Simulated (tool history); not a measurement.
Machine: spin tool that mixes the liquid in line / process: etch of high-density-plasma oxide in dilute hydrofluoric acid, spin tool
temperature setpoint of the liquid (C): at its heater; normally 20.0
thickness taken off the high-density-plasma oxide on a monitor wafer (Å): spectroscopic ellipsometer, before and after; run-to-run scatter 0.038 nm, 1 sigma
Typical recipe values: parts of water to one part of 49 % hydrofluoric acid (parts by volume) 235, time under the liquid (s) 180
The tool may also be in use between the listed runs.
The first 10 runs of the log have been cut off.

run	hour	temperature setpoint of the liquid (C)	parts of water to one part of 49 % hydrofluoric acid (parts by volume)	time under the liquid (s)	read-back film thickness of the high-density-plasma oxide reference wafer, read on the same gauge (nm)	thickness taken off the high-density-plasma oxide on a monitor wafer (Å)
# hour 243.3: thermometer replaced
11	309.7	20.0	235	180	129.941	38.86
12	326.9	22.0	275	215	129.997	40.67
13	388.9	17.0	140	80	129.994	27.83
14	420.2	22.0	275	215	130.004	40.89
15	447.0	20.0	235	100	130.008	21.18
# hour 455.5: gauge calibrated
16	469.6	17.0	115	180	129.962	79.20
17	494.0	20.0	235	180	130.029	38.29
18	508.6	18.0	200	240	129.978	57.21
19	529.1	20.0	120	100	130.016	46.76
20	556.7	17.0	235	180	129.989	33.97
21	582.9	20.0	155	180	130.029	62.62
22	614.1	20.0	200	220	129.999	56.10
23	635.6	20.0	235	180	129.982	37.94
24	655.1	20.0	300	180	130.004	28.13
# hour 659.1: hydrofluoric acid flow meter replaced
25	669.0	20.0	305	180	129.997	28.40
26	682.9	24.0	150	135	130.015	59.18
27	766.0	20.0	290	180	130.022	30.65
28	801.0	21.5	185	265	130.047	80.74
29	825.0	22.0	265	180	130.012	36.83
30	858.0	24.0	340	270	130.004	41.90
31	886.6	20.0	235	180	130.030	38.89
32	908.3	20.0	340	180	130.016	24.72

Predict each of these 4 candidate next runs independently; none follows another, all start after run 32:
A	908.8	20.0	235	180	?	?
B	908.8	20.0	235	110	?	?
C	908.8	17.0	125	180	?	?
D	908.8	18.5	235	235	?	?

run	read-back film thickness of the high-density-plasma oxide reference wafer, read on the same gauge (nm)	thickness taken off the high-density-plasma oxide on a monitor wafer (Å)
A	129.984	38.96
B	129.984	23.81
C	129.984	72.45
D	129.984	48.04
The same runs, with their run-to-run variation unchanged, on a tool lacking any hidden condition would have given:
run	thickness taken off the high-density-plasma oxide on a monitor wafer (Å)
A	39.57
B	24.18
C	73.48
D	48.78
